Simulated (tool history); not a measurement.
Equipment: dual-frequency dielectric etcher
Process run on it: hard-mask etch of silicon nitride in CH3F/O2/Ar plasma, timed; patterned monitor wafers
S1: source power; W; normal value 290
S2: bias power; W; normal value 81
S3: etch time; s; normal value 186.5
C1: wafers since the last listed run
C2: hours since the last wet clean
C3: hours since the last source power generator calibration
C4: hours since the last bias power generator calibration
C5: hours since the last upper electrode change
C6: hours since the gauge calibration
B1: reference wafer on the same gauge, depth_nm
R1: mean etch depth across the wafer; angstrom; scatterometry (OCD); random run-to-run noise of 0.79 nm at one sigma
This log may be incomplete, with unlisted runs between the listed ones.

run,hour,S1,S2,S3,C1,C2,C3,C4,C5,C6,B1,R1
1,0,290,81,186.5,0,398.8,2317,2741,6104.2,33.1,106.1,1106
2,29.6,290,81,186.5,147,428.4,2346.6,2770.6,6133.8,62.7,106,1104
3,57.2,310,81,186.5,137,456,2374.2,2798.2,6161.4,90.3,105.9,1142
4,74.7,310,81,186.5,87,473.5,2391.7,2815.7,6178.9,107.8,106,1141
5,105.8,310,81,186.5,155,504.6,2422.8,2846.8,6210,138.9,106.2,1135
6,136.2,290,81,186.5,151,535,2453.2,2877.2,6240.4,169.3,106,1100
7,162.8,290,81,186.5,132,561.6,2479.8,2903.8,6267,195.9,106.1,1087
8,183.6,290,81,186.5,103,582.4,2500.6,2924.6,6287.8,216.7,105.7,1099
9,211.5,290,81,186.5,139,610.3,2528.5,2952.5,6315.7,244.6,105.8,1079
10,240.3,250,63,165.5,143,639.1,2557.3,2981.3,6344.5,273.4,106.2,806
# hour 247.6: gauge calibrated
# hour 278.3: upper electrode replaced
# hour 280.1: wet clean of the chamber
# hour 282.4: bias power generator calibrated
11,282.9,290,81,186.5,72,2.8,2599.9,0.5,4.6,35.3,105.8,1139
12,297,340,95,156.5,70,16.9,2614,14.6,18.7,49.4,105.7,1099
# hour 302.4: source power generator calibrated
13,313.6,290,81,186.5,62,33.5,11.2,31.2,35.3,66,106.3,1154
14,348.4,290,91,186.5,173,68.3,46,66,70.1,100.8,105.9,1205
15,363.2,340,99,234,73,83.1,60.8,80.8,84.9,115.6,105.8,1660
16,389.3,250,76,237.5,130,109.2,86.9,106.9,111,141.7,106.3,1337
17,417.3,330,81,142,139,137.2,114.9,134.9,139,169.7,105.8,916
18,431.2,290,89,210,69,151.1,128.8,148.8,152.9,183.6,106.1,1343
19,451,290,100,201,98,170.9,148.6,168.6,172.7,203.4,105.9,1343

Describe how what the log doesn't record of the tool's condition differs between the last listed run preceding each entry between runs and the first listed run following it.
From run 10 to run 11: gauge calibrated (hour 247.6); upper electrode replaced (hour 278.3); wet clean of the chamber (hour 280.1); bias power generator calibrated (hour 282.4)
  etch rate over this chamber's usual, %: -5.76 -> -0.624
  measured value less the no-hidden-state value, R1: -49 -> -7 angstrom
From run 12 to run 13: source power generator calibrated (hour 302.4)
  etch rate over this chamber's usual, %: -0.75 -> -0.898
  measured value less the no-hidden-state value, R1: -8 -> -11 angstrom

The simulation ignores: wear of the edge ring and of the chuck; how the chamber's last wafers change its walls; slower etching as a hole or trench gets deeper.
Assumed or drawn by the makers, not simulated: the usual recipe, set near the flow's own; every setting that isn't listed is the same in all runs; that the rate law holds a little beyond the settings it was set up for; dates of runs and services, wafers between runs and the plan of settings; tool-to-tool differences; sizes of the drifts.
